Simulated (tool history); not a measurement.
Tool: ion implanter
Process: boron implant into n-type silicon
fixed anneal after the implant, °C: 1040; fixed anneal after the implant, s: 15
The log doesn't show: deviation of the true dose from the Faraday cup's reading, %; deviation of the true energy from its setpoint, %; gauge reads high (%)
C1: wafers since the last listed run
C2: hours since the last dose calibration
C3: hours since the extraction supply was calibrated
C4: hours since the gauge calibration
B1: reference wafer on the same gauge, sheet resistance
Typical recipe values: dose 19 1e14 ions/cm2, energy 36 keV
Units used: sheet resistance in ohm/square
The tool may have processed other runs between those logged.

Run 1, hour 0: usual settings; C1 0; C2 811.1; C3 3995.4; C4 490.7; B1 58.33. Result: sheet resistance 67.14 ohm/square.
Run 2, hour 17.9: usual settings; C1 440; C2 829; C3 4013.3; C4 508.6; B1 58.4. Result: sheet resistance 67.12 ohm/square.
At hour 28.8: gauge calibrated.
Run 3, hour 35.2: usual settings; C1 425; C2 846.3; C3 4030.6; C4 6.4; B1 56.9. Result: sheet resistance 65.62 ohm/square.
Run 4, hour 70.5: usual settings; C1 867; C2 881.6; C3 4065.9; C4 41.7; B1 57.15. Result: sheet resistance 65.24 ohm/square.
Run 5, hour 86.6: usual settings; C1 395; C2 897.7; C3 4082; C4 57.8; B1 57.22. Result: sheet resistance 65.32 ohm/square.
Run 6, hour 114.5: usual settings; C1 685; C2 925.6; C3 4109.9; C4 85.7; B1 57.4. Result: sheet resistance 65.8 ohm/square.
Run 7, hour 150.1: usual settings; C1 875; C2 961.2; C3 4145.5; C4 121.3; B1 57.53. Result: sheet resistance 65.67 ohm/square.
Run 8, hour 179.2: usual settings but dose 17.73 1e14 ions/cm2; C1 715; C2 990.3; C3 4174.6; C4 150.4; B1 57.65. Result: sheet resistance 69.43 ohm/square.
Run 9, hour 278.9: usual settings; C1 2451; C2 1090; C3 4274.3; C4 250.1; B1 57.92. Result: sheet resistance 66.35 ohm/square.
Run 10, hour 309.8: usual settings; C1 759; C2 1120.9; C3 4305.2; C4 281; B1 57.86. Result: sheet resistance 66.5 ohm/square.
Run 11, hour 323.7: usual settings; C1 341; C2 1134.8; C3 4319.1; C4 294.9; B1 57.84. Result: sheet resistance 66.53 ohm/square.
Run 12, hour 342.4: usual settings; C1 459; C2 1153.5; C3 4337.8; C4 313.6; B1 57.84. Result: sheet resistance 66.33 ohm/square.
Run 13, hour 369.5: usual settings but dose 21.5 1e14 ions/cm2; C1 666; C2 1180.6; C3 4364.9; C4 340.7; B1 57.91. Result: sheet resistance 60.43 ohm/square.
Run 14, hour 462.5: usual settings; C1 2286; C2 1273.6; C3 4457.9; C4 433.7; B1 58.06. Result: sheet resistance 66.3 ohm/square.
Run 15, hour 478.1: usual settings but dose 15.37 1e14 ions/cm2; C1 383; C2 1289.2; C3 4473.5; C4 449.3; B1 57.97. Result: sheet resistance 79.25 ohm/square.
Run 16, hour 511.3: usual settings; C1 816; C2 1322.4; C3 4506.7; C4 482.5; B1 58.08. Result: sheet resistance 66.36 ohm/square.
Run 17, hour 539.7: usual settings; C1 698; C2 1350.8; C3 4535.1; C4 510.9; B1 58.08. Result: sheet resistance 66.46 ohm/square.
Run 18, hour 563.5: usual settings; C1 585; C2 1374.6; C3 4558.9; C4 534.7; B1 58.1. Result: sheet resistance 66.36 ohm/square.
At hour 592.5: gauge calibrated.
Run 19, hour 597: usual settings; C1 823; C2 1408.1; C3 4592.4; C4 4.5; B1 57.02. Result: sheet resistance 65.01 ohm/square.
At hour 623.1: extraction supply calibrated.
Run 20, hour 623.6: usual settings but dose 23.75 1e14 ions/cm2, energy 39 keV; C1 457; C2 1434.7; C3 0.5; C4 31.1; B1 57.19. Result: sheet resistance 54.49 ohm/square.
Run 21, hour 638.5: usual settings but dose 24.46 1e14 ions/cm2, energy 42.5 keV; C1 366; C2 1449.6; C3 15.4; C4 46; B1 57.33. Result: sheet resistance 53.07 ohm/square.
Run 22, hour 669.7: usual settings but dose 15.88 1e14 ions/cm2, energy 27.5 keV; C1 767; C2 1480.8; C3 46.6; C4 77.2; B1 57.53. Result: sheet resistance 79.01 ohm/square.
At hour 694.9: Faraday cup replaced and dose calibrated.
Run 23, hour 697: usual settings but dose 21.44 1e14 ions/cm2; C1 474; C2 2.1; C3 73.9; C4 104.5; B1 57.58. Result: sheet resistance 59.85 ohm/square.
Run 24, hour 728.2: usual settings but dose 15.89 1e14 ions/cm2; C1 767; C2 33.3; C3 105.1; C4 135.7; B1 57.63. Result: sheet resistance 76.54 ohm/square.
Run 25, hour 790.6: usual settings but energy 23.5 keV; C1 1534; C2 95.7; C3 167.5; C4 198.1; B1 57.86. Result: sheet resistance 70.02 ohm/square.
Run 26, hour 818.2: usual settings but dose 17.06 1e14 ions/cm2, energy 30 keV; C1 678; C2 123.3; C3 195.1; C4 225.7; B1 57.98. Result: sheet resistance 74.35 ohm/square.
Run 27, hour 834.7: usual settings but dose 15.73 1e14 ions/cm2, energy 45.5 keV; C1 405; C2 139.8; C3 211.6; C4 242.2; B1 57.93. Result: sheet resistance 76.54 ohm/square.
Run 28, hour 866: usual settings; C1 769; C2 171.1; C3 242.9; C4 273.5; B1 58.02. Result: sheet resistance 66.96 ohm/square.
Run 29, hour 885.1: usual settings but dose 22.56 1e14 ions/cm2; C1 469; C2 190.2; C3 262; C4 292.6; B1 58.02. Result: sheet resistance 58.15 ohm/square.
Run 30, hour 913.4: usual settings; C1 695; C2 218.5; C3 290.3; C4 320.9; B1 58.11. Result: sheet resistance 67.04 ohm/square.

5 ways to go on from here, each from the tool as it stands after run 30. What would each give?
Run A, hour 913.8: usual settings; C1 9; C2 218.9; C3 290.7; C4 321.3; B1 ?. Result: sheet resistance ?.
Run B, hour 913.8: usual settings but dose 14.55 1e14 ions/cm2, energy 39.5 keV; C1 9; C2 218.9; C3 290.7; C4 321.3; B1 ?. Result: sheet resistance ?.
Run C, hour 913.8: usual settings but dose 17.26 1e14 ions/cm2, energy 31.5 keV; C1 9; C2 218.9; C3 290.7; C4 321.3; B1 ?. Result: sheet resistance ?.
Run D, hour 913.8: usual settings but dose 13.85 1e14 ions/cm2; C1 9; C2 218.9; C3 290.7; C4 321.3; B1 ?. Result: sheet resistance ?.
Run E, hour 913.8: usual settings but dose 21.51 1e14 ions/cm2, energy 29.5 keV; C1 9; C2 218.9; C3 290.7; C4 321.3; B1 ?. Result: sheet resistance ?.

run     B1  sheet resistance
  A  57.97             66.71
  B  57.97                83
  C  57.97             73.12
  D  57.97             87.16
  E  57.97             62.14
Stripped of hidden state, with their random variation kept, the same runs would have yielded:
run  sheet resistance
  A             65.61
  B             81.63
  C             71.91
  D             85.73
  E             61.12
